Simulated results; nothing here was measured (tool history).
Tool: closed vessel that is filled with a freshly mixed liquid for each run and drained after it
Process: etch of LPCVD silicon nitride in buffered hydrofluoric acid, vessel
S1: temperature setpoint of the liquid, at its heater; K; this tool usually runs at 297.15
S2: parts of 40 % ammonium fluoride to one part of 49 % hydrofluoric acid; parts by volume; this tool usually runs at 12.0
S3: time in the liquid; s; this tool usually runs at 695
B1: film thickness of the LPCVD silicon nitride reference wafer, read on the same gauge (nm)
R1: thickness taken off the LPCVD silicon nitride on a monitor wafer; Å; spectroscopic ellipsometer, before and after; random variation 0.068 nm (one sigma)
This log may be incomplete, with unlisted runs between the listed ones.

run 1 hour=0.0 | S1=297.15 S2=10.0 S3=695 | B1=140.01 | R1=102.8
run 2 hour=44.4 | S1=297.15 S2=12.0 S3=1025 | B1=140.00 | R1=125.6
run 3 hour=54.1 | S1=297.15 S2=12.0 S3=1025 | B1=140.02 | R1=126.6
run 4 hour=66.6 | S1=297.15 S2=12.0 S3=695 | B1=139.97 | R1=86.0
run 5 hour=72.7 | S1=297.15 S2=12.0 S3=695 | B1=140.03 | R1=85.8
run 6 hour=82.0 | S1=297.15 S2=12.0 S3=695 | B1=140.03 | R1=86.1
run 7 hour=124.6 | S1=297.15 S2=12.0 S3=695 | B1=139.95 | R1=85.5
run 8 hour=139.0 | S1=297.15 S2=12.0 S3=695 | B1=139.96 | R1=85.7
run 9 hour=150.5 | S1=297.15 S2=12.0 S3=450 | B1=140.01 | R1=55.0
run 10 hour=158.6 | S1=299.65 S2=10.5 S3=435 | B1=140.01 | R1=70.4
run 11 hour=176.0 | S1=299.65 S2=17.0 S3=695 | B1=139.93 | R1=69.0
run 12 hour=186.2 | S1=297.15 S2=14.0 S3=695 | B1=139.99 | R1=74.4
-- hour=189.8 gauge calibrated
-- hour=192.7 hydrofluoric acid flow meter replaced
run 13 hour=203.6 | S1=292.65 S2=14.5 S3=695 | B1=140.06 | R1=51.9
run 14 hour=214.9 | S1=297.15 S2=12.0 S3=550 | B1=140.04 | R1=64.0
run 15 hour=227.0 | S1=297.15 S2=12.0 S3=1025 | B1=140.02 | R1=119.3
-- hour=230.7 thermometer replaced
run 16 hour=238.8 | S1=297.15 S2=12.0 S3=695 | B1=139.98 | R1=81.1
run 17 hour=253.1 | S1=292.15 S2=12.0 S3=835 | B1=139.99 | R1=72.8
run 18 hour=303.1 | S1=292.65 S2=12.0 S3=695 | B1=140.05 | R1=62.2
run 19 hour=316.5 | S1=300.65 S2=9.5 S3=300 | B1=139.95 | R1=52.0
run 20 hour=330.4 | S1=297.15 S2=12.0 S3=695 | B1=139.96 | R1=80.2
run 21 hour=338.7 | S1=297.15 S2=14.5 S3=1070 | B1=140.02 | R1=102.6
-- hour=348.3 hydrofluoric acid flow meter replaced, repeated, since the last time left the tool worse
run 22 hour=356.7 | S1=299.65 S2=17.0 S3=695 | B1=139.97 | R1=74.9
run 23 hour=370.2 | S1=295.65 S2=15.0 S3=845 | B1=140.03 | R1=83.3
run 24 hour=385.7 | S1=297.15 S2=12.0 S3=695 | B1=139.98 | R1=92.5
run 25 hour=403.1 | S1=292.15 S2=8.0 S3=295 | B1=140.05 | R1=42.5
run 26 hour=414.6 | S1=297.15 S2=14.5 S3=695 | B1=139.99 | R1=76.4
run 27 hour=425.4 | S1=297.15 S2=12.0 S3=1070 | B1=140.03 | R1=142.8
run 28 hour=432.7 | S1=298.65 S2=12.0 S3=695 | B1=139.98 | R1=99.1
run 29 hour=442.9 | S1=301.65 S2=9.0 S3=1030 | B1=140.02 | R1=220.6
run 30 hour=457.1 | S1=300.65 S2=8.5 S3=480 | B1=139.99 | R1=104.7
run 31 hour=470.4 | S1=299.15 S2=13.5 S3=915 | B1=140.05 | R1=120.4
run 32 hour=483.3 | S1=297.15 S2=12.0 S3=460 | B1=139.97 | R1=60.0

Pick out some run-to-run changes in R1. Of each, how much would a tool without hidden state show as well, from the settings, what came in and chance, and how much is left for the hidden state and any gauge scatter not in both results compared?
The hidden state here: liquid hotter than its thermometer reads (K); hydrofluoric acid flow below the setpoint (%); gauge reads high (%).
Run 14 -> 15: S3 550 -> 1025. R1 +55.3 Å: hidden state -9.7, all else +65.0.
Run 15 -> 16: S3 1025 -> 695, thermometer replaced. R1 -38.2 Å: hidden state +6.7, all else -44.9.
Run 21 -> 22: S1 297.15 -> 299.65, S2 14.5 -> 17.0, S3 1070 -> 695, hydrofluoric acid flow meter replaced, repeated, since the last time left the tool worse. R1 -27.7 Å: hidden state +17.0, all else -44.7.
Run 26 -> 27: S2 14.5 -> 12.0, S3 695 -> 1070. R1 +66.4 Å: hidden state -1.6, all else +68.0.
Run 28 -> 29: S1 298.65 -> 301.65, S2 12.0 -> 9.0, S3 695 -> 1030. R1 +121.5 Å: hidden state -1.0, all else +122.5.
Run 29 -> 30: S1 301.65 -> 300.65, S2 9.0 -> 8.5, S3 1030 -> 480. R1 -115.9 Å: hidden state +0.5, all else -116.4.
